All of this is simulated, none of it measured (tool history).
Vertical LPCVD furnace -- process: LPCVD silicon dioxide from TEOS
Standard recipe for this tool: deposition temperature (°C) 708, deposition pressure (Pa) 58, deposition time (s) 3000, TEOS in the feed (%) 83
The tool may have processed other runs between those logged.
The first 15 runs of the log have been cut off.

run,hour,deposition temperature (°C),deposition pressure (Pa),deposition time (s),TEOS in the feed (%),wafers since the last listed run,hours since the last temperature calibration,hours since the pressure gauge was zeroed,hours since the TEOS flow controller was replaced,hours since the gauge calibration,"read-back reference wafer on the same gauge, thickness",film thickness on the monitor wafer in the middle of the boat (nm)
16,1101.2,704,64,3900,95,810,3328.1,138.3,263.8,782.3,576.01,777.37
# hour 1159: thermocouples replaced and temperature profile calibrated
17,1159.5,716,58,2640,83,419,0.5,196.6,322.1,840.6,575.81,604.03
18,1242.9,708,58,3000,83,1019,83.9,280,405.5,924,575.88,570.58
19,1312,715,58,3570,83,844,153,349.1,474.6,993.1,576.06,799.74
20,1380.2,708,50,3000,70,833,221.2,417.3,542.8,1061.3,575.86,486.52
21,1420.5,716,58,3540,71,492,261.5,457.6,583.1,1101.6,575.87,746.05
22,1520,708,58,3000,83,1216,361,557.1,682.6,1201.1,576.02,570.27
23,1625.5,708,58,3840,83,1289,466.5,662.6,788.1,1306.6,575.83,725.76
24,1696,704,58,3360,72,861,537,733.1,858.6,1377.1,575.95,538.95
25,1769.5,708,54,2460,75,898,610.5,806.6,932.1,1450.6,576.19,428.32
26,1826.5,708,64.7,3540,94,696,667.5,863.6,989.1,1507.6,576.24,754.7
27,1931,708,58,3000,83,1277,772,968.1,1093.6,1612.1,575.92,567.72
28,1979.6,708,58,3000,83,594,820.6,1016.7,1142.2,1660.7,576.15,566.66
# hour 2008.4: gauge calibrated
29,2045.9,702,58,3000,83,810,886.9,1083,1208.5,37.5,576.32,492.6
30,2133.3,708,65.3,3000,92,1068,974.3,1170.4,1295.9,124.9,576.29,631.98
31,2202.4,708,58,1920,83,844,1043.4,1239.5,1365,194,575.87,362.47
32,2293.2,698,58,3000,90,1109,1134.2,1330.3,1455.8,284.8,575.84,469.59

Below are 3 alternative next runs, each starting from the tool's condition after run 32. Predict each:
A,2298.4,708,58,2070,83,63,1139.4,1335.5,1461,290,?,?
B,2298.4,715,58,3000,94,63,1139.4,1335.5,1461,290,?,?
C,2298.4,699,58,3000,96,63,1139.4,1335.5,1461,290,?,?

run,"read-back reference wafer on the same gauge, thickness",film thickness on the monitor wafer in the middle of the boat (nm)
A,575.82,389.36
B,575.82,703.91
C,575.82,493.07
What these runs would have given with no unlogged condition in the tool:
run,film thickness on the monitor wafer in the middle of the boat (nm)
A,393.2
B,710.94
C,497.86
